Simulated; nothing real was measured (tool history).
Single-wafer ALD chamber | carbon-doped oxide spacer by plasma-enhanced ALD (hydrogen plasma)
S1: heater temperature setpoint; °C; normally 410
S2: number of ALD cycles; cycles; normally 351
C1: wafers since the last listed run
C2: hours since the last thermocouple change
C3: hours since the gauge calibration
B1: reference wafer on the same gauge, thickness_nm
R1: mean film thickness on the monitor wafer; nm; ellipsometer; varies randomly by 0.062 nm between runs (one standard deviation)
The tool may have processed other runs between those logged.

Run 1, day 0.000: usual settings; C1 0; C2 1195.4; C3 1120.6; B1 16.107. Result: R1 17.626 nm.
Run 2, day 3.000: usual settings; C1 87; C2 1267.4; C3 1192.6; B1 16.099. Result: R1 17.513 nm.
Run 3, day 4.538: usual settings; C1 44; C2 1304.3; C3 1229.5; B1 16.104. Result: R1 17.540 nm.
Run 4, day 6.417: usual settings; C1 54; C2 1349.4; C3 1274.6; B1 16.106. Result: R1 17.534 nm.
Run 5, day 7.971: usual settings but S1 421 °C; C1 45; C2 1386.7; C3 1311.9; B1 16.104. Result: R1 16.994 nm.
Run 6, day 12.192: usual settings but S1 400 °C; C1 123; C2 1488.0; C3 1413.2; B1 16.097. Result: R1 17.915 nm.
Run 7, day 16.638: usual settings; C1 129; C2 1594.7; C3 1519.9; B1 16.103. Result: R1 17.554 nm.
Run 8, day 18.571: usual settings but S1 420 °C; C1 56; C2 1641.1; C3 1566.3; B1 16.112. Result: R1 16.974 nm.
Run 9, day 31.904: usual settings but S2 395 cycles; C1 389; C2 1961.1; C3 1886.3; B1 16.105. Result: R1 19.700 nm.
Run 10, day 36.088: usual settings but S2 395 cycles; C1 122; C2 2061.5; C3 1986.7; B1 16.103. Result: R1 19.580 nm.
Run 11, day 40.521: usual settings but S2 395 cycles; C1 129; C2 2167.9; C3 2093.1; B1 16.087. Result: R1 19.698 nm.
Run 12, day 42.396: usual settings but S1 400 °C, S2 404 cycles; C1 54; C2 2212.9; C3 2138.1; B1 16.100. Result: R1 20.611 nm.
Run 13, day 44.683: usual settings; C1 66; C2 2267.8; C3 2193.0; B1 16.105. Result: R1 17.404 nm.
Run 14, day 47.921: usual settings; C1 94; C2 2345.5; C3 2270.7; B1 16.104. Result: R1 17.403 nm.
Run 15, day 50.683: usual settings; C1 80; C2 2411.8; C3 2337.0; B1 16.097. Result: R1 17.383 nm.
At day 52.729: gauge calibrated.
Run 16, day 53.767: usual settings; C1 90; C2 2485.8; C3 24.9; B1 16.104. Result: R1 17.376 nm.
Run 17, day 56.912: usual settings; C1 91; C2 2561.3; C3 100.4; B1 16.108. Result: R1 17.340 nm.
Run 18, day 68.429: usual settings but S1 400 °C, S2 292 cycles; C1 336; C2 2837.7; C3 376.8; B1 16.095. Result: R1 14.714 nm.
Run 19, day 72.238: usual settings but S1 419 °C; C1 111; C2 2929.1; C3 468.2; B1 16.102. Result: R1 16.918 nm.
Run 20, day 73.742: usual settings but S2 332 cycles; C1 43; C2 2965.2; C3 504.3; B1 16.093. Result: R1 16.326 nm.
At day 76.079: thermocouple changed; heater temperature recalibrated.
Run 21, day 77.671: usual settings but S1 418 °C; C1 104; C2 38.2; C3 598.6; B1 16.097. Result: R1 16.800 nm.
Run 22, day 79.742: usual settings but S1 397 °C, S2 416 cycles; C1 60; C2 87.9; C3 648.3; B1 16.091. Result: R1 21.163 nm.
Run 23, day 82.479: usual settings but S2 393 cycles; C1 79; C2 153.6; C3 714.0; B1 16.096. Result: R1 19.229 nm.
Run 24, day 84.633: usual settings but S1 404 °C, S2 297 cycles; C1 62; C2 205.3; C3 765.7; B1 16.091. Result: R1 14.856 nm.
Run 25, day 86.783: usual settings; C1 62; C2 256.9; C3 817.3; B1 16.110. Result: R1 17.201 nm.
Run 26, day 89.079: usual settings but S1 421 °C, S2 414 cycles; C1 67; C2 312.0; C3 872.4; B1 16.100. Result: R1 19.604 nm.
Run 27, day 92.521: usual settings but S2 389 cycles; C1 100; C2 394.6; C3 955.0; B1 16.099. Result: R1 19.128 nm.
Run 28, day 94.092: usual settings but S1 419 °C, S2 311 cycles; C1 45; C2 432.3; C3 992.7; B1 16.106. Result: R1 14.857 nm.
Run 29, day 96.717: usual settings but S1 422 °C, S2 381 cycles; C1 76; C2 495.3; C3 1055.7; B1 16.097. Result: R1 17.938 nm.
At day 98.550: thermocouple changed; heater temperature recalibrated, repeated, since the last time left the tool worse.
Run 30, day 99.558: usual settings but S1 414 °C, S2 380 cycles; C1 73; C2 24.2; C3 1123.9; B1 16.082. Result: R1 18.888 nm.
Run 31, day 103.475: usual settings; C1 114; C2 118.2; C3 1217.9; B1 16.099. Result: R1 17.511 nm.
Run 32, day 107.517: usual settings; C1 117; C2 215.2; C3 1314.9; B1 16.104. Result: R1 17.622 nm.
Run 33, day 110.683: usual settings but S2 396 cycles; C1 92; C2 291.2; C3 1390.9; B1 16.089. Result: R1 19.831 nm.
Run 34, day 113.746: usual settings but S1 403 °C; C1 89; C2 364.7; C3 1464.4; B1 16.103. Result: R1 17.844 nm.

Below, some changes in R1 between adjacent runs. For each, the amount present without the hidden state too (settings, incoming material, random variation) and the amount remaining for the hidden state with gauge scatter not shared by both compared results:
The hidden state here: wafer temperature above the value expected at the setpoint (K); gauge reads high (%).
Run 20 -> 21: S1 410 -> 418, S2 332 -> 351, thermocouple changed; heater temperature recalibrated. R1 +0.474 nm: hidden state -0.136, all else +0.610.
Run 21 -> 22: S1 418 -> 397, S2 351 -> 416. R1 +4.363 nm: hidden state +0.072, all else +4.291.
Run 22 -> 23: S1 397 -> 410, S2 416 -> 393. R1 -1.934 nm: hidden state -0.119, all else -1.815.
Run 23 -> 24: S1 410 -> 404, S2 393 -> 297. R1 -4.373 nm: hidden state +0.106, all else -4.479.
Run 27 -> 28: S1 410 -> 419, S2 389 -> 311. R1 -4.271 nm: hidden state +0.089, all else -4.360.
Run 29 -> 30: S1 422 -> 414, S2 381 -> 380, thermocouple changed; heater temperature recalibrated, repeated, since the last time left the tool worse. R1 +0.950 nm: hidden state +0.404, all else +0.546.
